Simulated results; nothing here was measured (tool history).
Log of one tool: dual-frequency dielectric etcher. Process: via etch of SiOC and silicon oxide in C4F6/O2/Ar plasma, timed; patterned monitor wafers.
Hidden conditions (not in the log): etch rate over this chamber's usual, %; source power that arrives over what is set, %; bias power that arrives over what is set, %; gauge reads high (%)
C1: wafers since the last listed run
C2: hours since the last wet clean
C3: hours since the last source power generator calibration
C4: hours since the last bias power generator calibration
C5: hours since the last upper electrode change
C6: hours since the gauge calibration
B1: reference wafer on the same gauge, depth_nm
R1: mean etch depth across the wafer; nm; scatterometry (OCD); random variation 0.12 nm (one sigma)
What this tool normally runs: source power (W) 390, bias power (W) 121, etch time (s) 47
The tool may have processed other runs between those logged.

run 1 hour=0 | source_power_(W)=390 bias_power_(W)=121 etch_time_(s)=47 | C1=0 C2=112.9 C3=3403.6 C4=1733.2 C5=1522.4 C6=617.5 | B1=51.69 | R1=43.81
run 2 hour=35.3 | source_power_(W)=390 bias_power_(W)=121 etch_time_(s)=47 | C1=628 C2=148.2 C3=3438.9 C4=1768.5 C5=1557.7 C6=652.8 | B1=51.68 | R1=43.91
run 3 hour=92.8 | source_power_(W)=390 bias_power_(W)=121 etch_time_(s)=38.5 | C1=1023 C2=205.7 C3=3496.4 C4=1826 C5=1615.2 C6=710.3 | B1=51.69 | R1=35.99
run 4 hour=155.2 | source_power_(W)=390 bias_power_(W)=114 etch_time_(s)=47 | C1=1110 C2=268.1 C3=3558.8 C4=1888.4 C5=1677.6 C6=772.7 | B1=51.67 | R1=43.64
run 5 hour=214.3 | source_power_(W)=390 bias_power_(W)=114 etch_time_(s)=47 | C1=1051 C2=327.2 C3=3617.9 C4=1947.5 C5=1736.7 C6=831.8 | B1=51.66 | R1=43.99
run 6 hour=260.5 | source_power_(W)=390 bias_power_(W)=114 etch_time_(s)=47 | C1=822 C2=373.4 C3=3664.1 C4=1993.7 C5=1782.9 C6=878 | B1=51.68 | R1=43.88
run 7 hour=289.3 | source_power_(W)=390 bias_power_(W)=121 etch_time_(s)=47 | C1=512 C2=402.2 C3=3692.9 C4=2022.5 C5=1811.7 C6=906.8 | B1=51.69 | R1=44.6
run 8 hour=319.6 | source_power_(W)=390 bias_power_(W)=121 etch_time_(s)=47 | C1=539 C2=432.5 C3=3723.2 C4=2052.8 C5=1842 C6=937.1 | B1=51.73 | R1=44.51
run 9 hour=344.5 | source_power_(W)=390 bias_power_(W)=121 etch_time_(s)=47 | C1=443 C2=457.4 C3=3748.1 C4=2077.7 C5=1866.9 C6=962 | B1=51.74 | R1=44.48
-- hour=378.6 wet clean of the chamber
run 10 hour=387.1 | source_power_(W)=390 bias_power_(W)=121 etch_time_(s)=47 | C1=330 C2=8.5 C3=3790.7 C4=2120.3 C5=1909.5 C6=1004.6 | B1=51.66 | R1=43.63
run 11 hour=540.3 | source_power_(W)=390 bias_power_(W)=98 etch_time_(s)=47 | C1=2726 C2=161.7 C3=3943.9 C4=2273.5 C5=2062.7 C6=1157.8 | B1=51.72 | R1=42.15
run 12 hour=625.1 | source_power_(W)=390 bias_power_(W)=100 etch_time_(s)=47 | C1=1508 C2=246.5 C3=4028.7 C4=2358.3 C5=2147.5 C6=1242.6 | B1=51.67 | R1=42.7
-- hour=654.8 upper electrode replaced
run 13 hour=671 | source_power_(W)=390 bias_power_(W)=100 etch_time_(s)=47 | C1=389 C2=292.4 C3=4074.6 C4=2404.2 C5=16.2 C6=1288.5 | B1=51.67 | R1=42.75
-- hour=690.7 gauge calibrated
run 14 hour=741.5 | source_power_(W)=390 bias_power_(W)=100 etch_time_(s)=47 | C1=1254 C2=362.9 C3=4145.1 C4=2474.7 C5=86.7 C6=50.8 | B1=51.71 | R1=42.99
run 15 hour=792 | source_power_(W)=390 bias_power_(W)=121 etch_time_(s)=36.5 | C1=898 C2=413.4 C3=4195.6 C4=2525.2 C5=137.2 C6=101.3 | B1=51.67 | R1=34.52
-- hour=836.4 wet clean of the chamber
run 16 hour=858.2 | source_power_(W)=390 bias_power_(W)=121 etch_time_(s)=47 | C1=750 C2=21.8 C3=4261.8 C4=2591.4 C5=203.4 C6=167.5 | B1=51.72 | R1=43.5
run 17 hour=886.7 | source_power_(W)=340 bias_power_(W)=121 etch_time_(s)=39 | C1=507 C2=50.3 C3=4290.3 C4=2619.9 C5=231.9 C6=196 | B1=51.71 | R1=34.64
run 18 hour=911.1 | source_power_(W)=390 bias_power_(W)=121 etch_time_(s)=56.5 | C1=434 C2=74.7 C3=4314.7 C4=2644.3 C5=256.3 C6=220.4 | B1=51.67 | R1=52.7
run 19 hour=948.4 | source_power_(W)=480 bias_power_(W)=140 etch_time_(s)=56.5 | C1=663 C2=112 C3=4352 C4=2681.6 C5=293.6 C6=257.7 | B1=51.69 | R1=57.93
-- hour=982.7 bias power generator calibrated
run 20 hour=1147.5 | source_power_(W)=480 bias_power_(W)=93 etch_time_(s)=56 | C1=3471 C2=311.1 C3=4551.1 C4=164.8 C5=492.7 C6=456.8 | B1=51.71 | R1=53.82
run 21 hour=1214 | source_power_(W)=300 bias_power_(W)=121 etch_time_(s)=47 | C1=1183 C2=377.6 C3=4617.6 C4=231.3 C5=559.2 C6=523.3 | B1=51.67 | R1=41.08
-- hour=1265.3 source power generator calibrated
-- hour=1289.4 wet clean of the chamber
run 22 hour=1289.9 | source_power_(W)=390 bias_power_(W)=112 etch_time_(s)=47 | C1=852 C2=0.5 C3=24.6 C4=307.2 C5=635.1 C6=599.2 | B1=51.68 | R1=43.1
run 23 hour=1337.1 | source_power_(W)=290 bias_power_(W)=112 etch_time_(s)=47 | C1=839 C2=47.7 C3=71.8 C4=354.4 C5=682.3 C6=646.4 | B1=51.67 | R1=39.2
run 24 hour=1365 | source_power_(W)=430 bias_power_(W)=121 etch_time_(s)=56.5 | C1=496 C2=75.6 C3=99.7 C4=382.3 C5=710.2 C6=674.3 | B1=51.62 | R1=54.44
run 25 hour=1498.3 | source_power_(W)=390 bias_power_(W)=121 etch_time_(s)=47 | C1=2371 C2=208.9 C3=233 C4=515.6 C5=843.5 C6=807.6 | B1=51.72 | R1=44.07
run 26 hour=1548.9 | source_power_(W)=320 bias_power_(W)=108 etch_time_(s)=61 | C1=900 C2=259.5 C3=283.6 C4=566.2 C5=894.1 C6=858.2 | B1=51.67 | R1=52.85
run 27 hour=1582.8 | source_power_(W)=390 bias_power_(W)=121 etch_time_(s)=47 | C1=603 C2=293.4 C3=317.5 C4=600.1 C5=928 C6=892.1 | B1=51.78 | R1=44.39
run 28 hour=1631.9 | source_power_(W)=420 bias_power_(W)=139 etch_time_(s)=56.5 | C1=873 C2=342.5 C3=366.6 C4=649.2 C5=977.1 C6=941.2 | B1=51.67 | R1=56.42
run 29 hour=1675 | source_power_(W)=390 bias_power_(W)=121 etch_time_(s)=55 | C1=766 C2=385.6 C3=409.7 C4=692.3 C5=1020.2 C6=984.3 | B1=51.77 | R1=52.31
-- hour=1763.6 wet clean of the chamber
run 30 hour=1764.1 | source_power_(W)=390 bias_power_(W)=121 etch_time_(s)=47 | C1=1158 C2=0.5 C3=498.8 C4=781.4 C5=1109.3 C6=1073.4 | B1=51.71 | R1=43.41

Hidden state at the last listed run before each entry between runs and at the first one after, where it differs:
From run 9 to run 10: wet clean of the chamber (hour 378.6)
  etch rate over this chamber's usual, %: 2.83 -> 0.232
  measured value less the no-hidden-state value, R1: +1.22 -> +0.1 nm
From run 12 to run 13: upper electrode replaced (hour 654.8)
  etch rate over this chamber's usual, %: 1.64 -> 1.91
  measured value less the no-hidden-state value, R1: +0.69 -> +0.8 nm
From run 13 to run 14: gauge calibrated (hour 690.7)
  etch rate over this chamber's usual, %: 1.91 -> 2.33
  measured value less the no-hidden-state value, R1: +0.8 -> +0.98 nm
From run 15 to run 16: wet clean of the chamber (hour 836.4)
  etch rate over this chamber's usual, %: 2.63 -> 0.169
  measured value less the no-hidden-state value, R1: +0.89 -> +0.07 nm
From run 19 to run 20: bias power generator calibrated (hour 982.7)
  etch rate over this chamber's usual, %: 0.703 -> 1.88
  measured value less the no-hidden-state value, R1: +0.4 -> +1 nm
From run 21 to run 22: source power generator calibrated (hour 1265.3); wet clean of the chamber (hour 1289.4)
  etch rate over this chamber's usual, %: 2.28 -> 0.299
  measured value less the no-hidden-state value, R1: +0.91 -> +0.13 nm
From run 29 to run 30: wet clean of the chamber (hour 1763.6)
  etch rate over this chamber's usual, %: 2.58 -> -0.223
  measured value less the no-hidden-state value, R1: +1.32 -> -0.1 nm
